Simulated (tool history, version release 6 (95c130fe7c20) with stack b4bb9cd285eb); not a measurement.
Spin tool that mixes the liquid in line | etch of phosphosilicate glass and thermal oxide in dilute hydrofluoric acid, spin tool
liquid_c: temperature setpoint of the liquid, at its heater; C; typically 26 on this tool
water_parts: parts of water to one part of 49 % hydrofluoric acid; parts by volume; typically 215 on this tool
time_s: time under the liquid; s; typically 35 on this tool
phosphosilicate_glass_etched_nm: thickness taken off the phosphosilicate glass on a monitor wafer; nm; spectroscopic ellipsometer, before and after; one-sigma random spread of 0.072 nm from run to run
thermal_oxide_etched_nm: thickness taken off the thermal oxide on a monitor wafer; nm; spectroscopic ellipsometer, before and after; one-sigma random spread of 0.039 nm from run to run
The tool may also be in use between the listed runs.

run	day	liquid_c	water_parts	time_s	wafers since the last listed run	hours since the thermometer was replaced	hours since the hydrofluoric acid flow meter was replaced	hours since the gauge calibration	read-back film thickness of the phosphosilicate glass reference wafer, read on the same gauge (nm)	read-back film thickness of the thermal oxide reference wafer, read on the same gauge (nm)	phosphosilicate_glass_etched_nm	thermal_oxide_etched_nm
1	0	26	215	35	0	266.8	52.6	1666.3	139.97	59.982	13.34	0.758
2	1.192	26	215	35	469	295.4	81.2	1694.9	140	60.012	13.32	0.724
3	4.246	26	215	35	1202	368.7	154.5	1768.2	140.01	60.019	13.33	0.731
4	5.471	22	120	20	482	398.1	183.9	1797.6	140.01	59.987	13.1	0.728
5	6.583	23.5	255	30	438	424.8	210.6	1824.3	140.04	59.977	8.46	0.507
6	8.179	29.5	215	35	628	463.1	248.9	1862.6	140.01	59.968	15.15	0.858
# day 8.712: gauge calibrated
7	10.425	26	215	35	884	517	302.8	41.1	140	59.999	13.4	0.756
8	12.467	26	215	35	803	566	351.8	90.1	139.98	60.004	13.41	0.712
9	13.946	30	295	50	582	601.5	387.3	125.6	140	59.96	14.79	0.815
10	16.458	30	295	25	989	661.8	447.6	185.9	140.02	59.973	7.29	0.376
11	17.9	26	315	35	567	696.4	482.2	220.5	139.97	60.021	8.19	0.428
12	20.662	28	215	20	1087	762.7	548.5	286.8	139.99	59.971	8.22	0.448
13	22.546	30.5	320	20	741	807.9	593.7	332	139.99	60.028	5.3	0.288
# day 23.492: thermometer replaced
14	24.408	30	290	50	716	22	638.4	376.7	140.03	60.013	14.99	0.784
15	25.542	26	215	35	446	49.2	665.6	403.9	139.96	60.039	13.45	0.706
16	31.804	26	215	20	2465	199.5	815.9	554.2	140	59.969	7.65	0.425
17	34.008	29.5	305	20	867	252.4	868.8	607.1	140.04	60.024	5.51	0.31
18	36.504	27.5	155	25	982	312.3	928.7	667	139.99	60.001	14.98	0.912
19	37.817	21.5	155	30	516	343.8	960.2	698.5	139.99	60.046	14.38	0.728
20	39.388	26	215	35	618	381.5	997.9	736.2	140.04	59.978	13.35	0.781
21	40.429	26	215	45	410	406.5	1022.9	761.2	140.01	60.031	17.09	0.943
22	47.9	24	215	25	2941	585.8	1202.2	940.5	140.04	60.026	8.9	0.486
23	49.721	26	215	35	716	629.5	1245.9	984.2	140	60.015	13.38	0.785
24	52.892	22.5	215	35	1248	705.6	1322	1060.3	139.97	59.995	11.73	0.614
# day 53.446: thermometer replaced
25	54.688	26	215	25	690	29.8	1365.1	1103.4	140	59.982	9.6	0.54
26	55.9	29	255	55	477	58.9	1394.2	1132.5	139.99	59.99	18.79	1.016

Describe how what the log doesn't record of the tool's condition differs between the last listed run preceding each entry between runs and the first listed run following it.
Run 6 -> run 7: gauge calibrated (day 8.712)
  no hidden state differs between the two runs
Run 13 -> run 14: thermometer replaced (day 23.492)
  no hidden state differs between the two runs
Run 24 -> run 25: thermometer replaced (day 53.446)
  no hidden state differs between the two runs
